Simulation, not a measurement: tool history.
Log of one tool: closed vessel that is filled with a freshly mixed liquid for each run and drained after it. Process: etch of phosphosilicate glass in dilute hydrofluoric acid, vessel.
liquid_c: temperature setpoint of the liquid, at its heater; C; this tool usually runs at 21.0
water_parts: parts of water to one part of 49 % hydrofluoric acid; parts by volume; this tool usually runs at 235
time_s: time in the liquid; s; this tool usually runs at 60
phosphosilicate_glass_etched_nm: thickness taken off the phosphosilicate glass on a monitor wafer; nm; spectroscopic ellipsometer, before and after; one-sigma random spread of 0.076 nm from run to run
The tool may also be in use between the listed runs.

run   hour  liquid_c  water_parts  time_s  wafers since the last listed run  hours since the thermometer was replaced  hours since the hydrofluoric acid flow meter was replaced  hours since the gauge calibration  read-back film thickness of the phosphosilicate glass reference wafer, read on the same gauge (nm)  phosphosilicate_glass_etched_nm
  1    0.0      21.0          235      85                                 0                                     519.1                                                      609.1                              270.5                                                                                              120.00                            27.88
       4.4  -- thermometer replaced
  2   16.3      21.0          235      85                              1120                                      11.9                                                      625.4                              286.8                                                                                              120.01                            27.89
  3   22.7      21.0          235      75                               468                                      18.3                                                      631.8                              293.2                                                                                              120.01                            24.47
  4   34.0      21.0          235      75                               827                                      29.6                                                      643.1                              304.5                                                                                              120.02                            24.49
  5   46.9      21.0          235      75                               944                                      42.5                                                      656.0                              317.4                                                                                              120.01                            24.70
      48.5  -- gauge calibrated
  6   63.8      21.0          235      60                              1237                                      59.4                                                      672.9                               15.3                                                                                              120.01                            19.76
  7   75.9      21.0          235      60                               885                                      71.5                                                      685.0                               27.4                                                                                              119.99                            19.57
  8   87.5      18.0          235      45                               849                                      83.1                                                      696.6                               39.0                                                                                              120.01                            13.19
  9  100.4      24.0          235      90                               944                                      96.0                                                      709.5                               51.9                                                                                              120.00                            33.08
 10  118.0      21.0          170      60                              1288                                     113.6                                                      727.1                               69.5                                                                                              120.01                            28.99
 11  125.5      21.0          170      60                               549                                     121.1                                                      734.6                               77.0                                                                                              120.02                            29.09
 12  137.9      17.0          135      30                               907                                     133.5                                                      747.0                               89.4                                                                                              119.99                            16.27
 13  145.7      18.5          300      45                               570                                     141.3                                                      754.8                               97.2                                                                                              120.01                             9.99
 14  159.0      21.0          235      60                               973                                     154.6                                                      768.1                              110.5                                                                                              120.01                            19.74
     171.7  -- hydrofluoric acid flow meter replaced
 15  176.9      21.0          235      60                              1237                                     172.5                                                        5.2                              128.4                                                                                              120.00                            20.39
 16  185.6      17.0          295      35                               636                                     181.2                                                       13.9                              137.1                                                                                              120.01                             7.74
 17  196.5      17.5          290      80                               797                                     192.1                                                       24.8                              148.0                                                                                              120.01                            18.30
 18  213.8      25.0          235      30                              1266                                     209.4                                                       42.1                              165.3                                                                                              119.99                            11.74
 19  229.6      21.0          235      75                              1156                                     225.2                                                       57.9                              181.1                                                                                              120.02                            25.37
 20  246.3      21.0          235      85                              1222                                     241.9                                                       74.6                              197.8                                                                                              120.02                            28.88
 21  259.5      21.0          235      60                               966                                     255.1                                                       87.8                              211.0                                                                                              120.00                            20.30
 22  273.7      24.5          290      30                              1039                                     269.3                                                      102.0                              225.2                                                                                              119.99                             8.87
     277.3  -- hydrofluoric acid flow meter replaced, repeated, since the last time left the tool worse
 23  300.5      21.0          150      60                              1888                                     296.1                                                       23.2                              252.0                                                                                              119.99                            32.62
 24  312.7      21.0          155      95                               893                                     308.3                                                       35.4                              264.2                                                                                              120.00                            49.55
 25  322.3      17.0          305      85                               702                                     317.9                                                       45.0                              273.8                                                                                              120.00                            16.90
 26  332.1      21.0          235      60                               717                                     327.7                                                       54.8                              283.6                                                                                              120.01                            19.25
 27  346.2      24.5          235      60                              1032                                     341.8                                                       68.9                              297.7                                                                                              120.01                            21.90
 28  357.1      21.0          275      60                               797                                     352.7                                                       79.8                              308.6                                                                                              120.00                            15.92
 29  365.2      21.0          310      80                               592                                     360.8                                                       87.9                              316.7                                                                                              119.98                            18.03
 30  376.7      21.0          235      60                               841                                     372.3                                                       99.4                              328.2                                                                                              120.01                            19.22
 31  389.4      21.0          345      30                               929                                     385.0                                                      112.1                              340.9                                                                                              120.01                             5.98
 32  400.2      21.0          330      80                               790                                     395.8                                                      122.9                              351.7                                                                                              119.99                            16.74

Alternative continuations, all from the tool just after run 32; predict every row:
  A  400.9      21.0          235      80                                51                                     396.5                                                      123.6                              352.4                                                                                                   ?                                ?
  B  400.9      22.5          280      80                                51                                     396.5                                                      123.6                              352.4                                                                                                   ?                                ?
  C  400.9      17.5          310      60                                51                                     396.5                                                      123.6                              352.4                                                                                                   ?                                ?
  D  400.9      25.0          195      85                                51                                     396.5                                                      123.6                              352.4                                                                                                   ?                                ?

run  read-back film thickness of the phosphosilicate glass reference wafer, read on the same gauge (nm)  phosphosilicate_glass_etched_nm
  A                                                                                              120.01                            25.70
  B                                                                                              120.01                            21.83
  C                                                                                              120.01                            11.99
  D                                                                                              120.01                            39.77
Without the tool's hidden state the same runs would have given:
run  phosphosilicate_glass_etched_nm
  A                            25.48
  B                            21.63
  C                            11.88
  D                            39.43

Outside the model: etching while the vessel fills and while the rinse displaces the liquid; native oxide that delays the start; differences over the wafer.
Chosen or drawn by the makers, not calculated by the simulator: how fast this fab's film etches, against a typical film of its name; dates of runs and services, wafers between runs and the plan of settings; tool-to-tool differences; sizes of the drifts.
